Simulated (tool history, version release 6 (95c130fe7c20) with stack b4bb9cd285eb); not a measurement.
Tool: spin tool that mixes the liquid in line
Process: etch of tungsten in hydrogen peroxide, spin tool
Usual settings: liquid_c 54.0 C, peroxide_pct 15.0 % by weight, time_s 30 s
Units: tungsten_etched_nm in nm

run   hour  liquid_c  peroxide_pct  time_s  wafers since the last listed run  hours since the thermometer was replaced  hours since the peroxide flow meter was replaced  hours since the heated supply line was repaired  hours since the drum of peroxide was connected  hours since the gauge calibration  read-back film thickness of the tungsten reference wafer, read on the same gauge (nm)  tungsten_etched_nm
  1    0.0      54.0          12.0      30                                 0                                    1848.4                                            2578.6                                           1440.3                                           585.1                              133.6                                                                                 149.98               46.07
  2    9.4      54.0          12.0      30                               110                                    1857.8                                            2588.0                                           1449.7                                           594.5                              143.0                                                                                 149.99               45.79
  3   21.9      54.0          12.0      30                               147                                    1870.3                                            2600.5                                           1462.2                                           607.0                              155.5                                                                                 150.00               46.00
  4   30.1      54.0          15.0      30                                96                                    1878.5                                            2608.7                                           1470.4                                           615.2                              163.7                                                                                 150.00               51.09
  5   41.9      54.0          15.0      30                               139                                    1890.3                                            2620.5                                           1482.2                                           627.0                              175.5                                                                                 150.01               50.68
  6   58.2      54.0          15.0      30                               192                                    1906.6                                            2636.8                                           1498.5                                           643.3                              191.8                                                                                 150.00               50.87
  7   71.9      57.5          15.0      30                               161                                    1920.3                                            2650.5                                           1512.2                                           657.0                              205.5                                                                                 150.03               62.18
  8   82.6      57.5          15.0      30                               126                                    1931.0                                            2661.2                                           1522.9                                           667.7                              216.2                                                                                 150.00               62.19
  9   98.5      54.0          15.0      30                               187                                    1946.9                                            2677.1                                           1538.8                                           683.6                              232.1                                                                                 149.99               50.24
     104.8  -- heated supply line repaired
     135.9  -- peroxide flow meter replaced
 10  140.7      54.0          15.0      30                               474                                    1989.1                                               4.8                                             35.9                                           725.8                              274.3                                                                                 149.98               65.81
 11  151.4      45.0          18.0      35                               126                                    1999.8                                              15.5                                             46.6                                           736.5                              285.0                                                                                 149.99               49.20
     167.6  -- thermometer replaced
 12  180.3      54.0          15.0      30                               329                                      12.7                                              44.4                                             75.5                                           765.4                              313.9                                                                                 150.01               66.83
     182.6  -- new drum of peroxide connected
 13  194.5      59.5          12.0      50                               155                                      26.9                                              58.6                                             89.7                                            11.9                              328.1                                                                                 150.00              135.66
 14  207.6      54.0          15.0      30                               154                                      40.0                                              71.7                                            102.8                                            25.0                              341.2                                                                                 150.00               65.58
 15  222.9      54.0          15.0      30                               180                                      55.3                                              87.0                                            118.1                                            40.3                              356.5                                                                                 149.99               65.78
     224.2  -- gauge calibrated
 16  237.2      60.5          15.0      20                               168                                      69.6                                             101.3                                            132.4                                            54.6                               13.0                                                                                 149.99               63.97
 17  243.9      54.0          17.5      35                                79                                      76.3                                             108.0                                            139.1                                            61.3                               19.7                                                                                 149.99               81.62
 18  258.0      54.0          18.0      30                               166                                      90.4                                             122.1                                            153.2                                            75.4                               33.8                                                                                 150.01               70.96
 19  269.8      54.0          15.0      30                               139                                     102.2                                             133.9                                            165.0                                            87.2                               45.6                                                                                 150.03               64.79
 20  284.3      59.0          12.0      15                               171                                     116.7                                             148.4                                            179.5                                           101.7                               60.1                                                                                 149.99               38.75
 21  297.5      50.0          18.5      50                               155                                     129.9                                             161.6                                            192.7                                           114.9                               73.3                                                                                 150.00               94.37

Forecast each of these 4 alternatives for the next run:
  A  297.9      54.0          15.0      15                                 4                                     130.3                                             162.0                                            193.1                                           115.3                               73.7                                                                                      ?                   ?
  B  297.9      49.5          15.0      30                                 4                                     130.3                                             162.0                                            193.1                                           115.3                               73.7                                                                                      ?                   ?
  C  297.9      58.0          18.0      45                                 4                                     130.3                                             162.0                                            193.1                                           115.3                               73.7                                                                                      ?                   ?
  D  297.9      61.5          15.0      30                                 4                                     130.3                                             162.0                                            193.1                                           115.3                               73.7                                                                                      ?                   ?

run  read-back film thickness of the tungsten reference wafer, read on the same gauge (nm)  tungsten_etched_nm
  A                                                                                 150.00               32.54
  B                                                                                 150.00               49.52
  C                                                                                 150.00              135.45
  D                                                                                 150.00              100.92
Without the tool's hidden state the same runs would have given:
run  tungsten_etched_nm
  A               33.72
  B               51.38
  C              140.28
  D              104.43
